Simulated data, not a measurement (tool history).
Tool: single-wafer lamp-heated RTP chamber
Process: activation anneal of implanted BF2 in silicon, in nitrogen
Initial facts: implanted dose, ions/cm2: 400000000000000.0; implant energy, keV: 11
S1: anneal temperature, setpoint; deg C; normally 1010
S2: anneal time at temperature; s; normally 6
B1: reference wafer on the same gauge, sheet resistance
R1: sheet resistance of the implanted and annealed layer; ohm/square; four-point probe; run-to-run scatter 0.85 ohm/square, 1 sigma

run,hour,S1,S2,B1,R1
1,0.0,1010,6,342.99,364.08
2,67.8,1010,6,343.01,365.19
3,114.7,1010,6,343.39,363.00
# hour 134.6: reflector plate cleaned
4,211.2,1010,5,342.68,369.33
5,267.8,1010,6,343.02,362.62
6,324.0,1010,6,343.19,365.05
7,429.3,1010,6,342.95,364.47
# hour 441.0: gauge calibrated
8,500.6,1010,6,343.06,363.72
# hour 790.6: pyrometer window cleaned and pyrometer calibrated
9,800.1,997,6,343.12,379.75
10,865.0,997,6,343.21,380.46
11,904.3,986,3,343.06,412.72
12,955.7,1010,6,343.08,364.27
# hour 991.0: reflector plate cleaned
13,1063.4,1010,6,342.88,365.46
14,1121.3,1010,8,342.72,356.91
15,1180.0,1039,6,343.25,343.21
16,1243.6,1010,6,342.99,366.36
17,1300.8,1010,6,342.81,364.20
18,1371.7,996,8,342.96,371.93
19,1459.5,1010,6,342.93,364.86
20,1505.0,1028,5,342.81,352.23
21,1563.6,1034,9,342.97,338.94
22,1612.7,996,8,343.04,372.02
# hour 1641.1: pyrometer window cleaned and pyrometer calibrated
23,1653.8,1028,5,343.07,353.76
# hour 1746.4: reflector plate cleaned
24,1757.6,998,6,343.23,378.19
25,1835.4,1010,6,343.22,364.36
26,1891.8,994,7,343.34,380.57
27,1967.6,1010,9,343.06,356.55
28,2035.5,1010,4,343.08,372.60
29,2141.9,1030,6,342.95,348.28
30,2205.8,1020,4,343.24,364.01
# hour 2302.5: pyrometer window cleaned and pyrometer calibrated
31,2303.3,1034,4,343.08,353.24
32,2374.3,1010,7,343.00,360.74
33,2432.3,988,8,342.86,384.24
# hour 2489.3: reflector plate cleaned
34,2515.5,1010,6,342.88,364.85
35,2615.7,989,7,342.84,386.37

Branching from run 35: 5 alternative next runs. What would each branch give?
A,2616.1,1036,6,?,?
B,2616.1,1002,3,?,?
C,2616.1,1001,9,?,?
D,2616.1,1001,8,?,?
E,2616.1,1021,6,?,?

run,B1,R1
A,342.90,343.01
B,342.90,387.35
C,342.90,362.52
D,342.90,365.51
E,342.90,353.57
With the hidden condition removed and each run's random variation left untouched, the same runs would have given:
run,R1
A,343.01
B,387.35
C,362.52
D,365.51
E,353.57
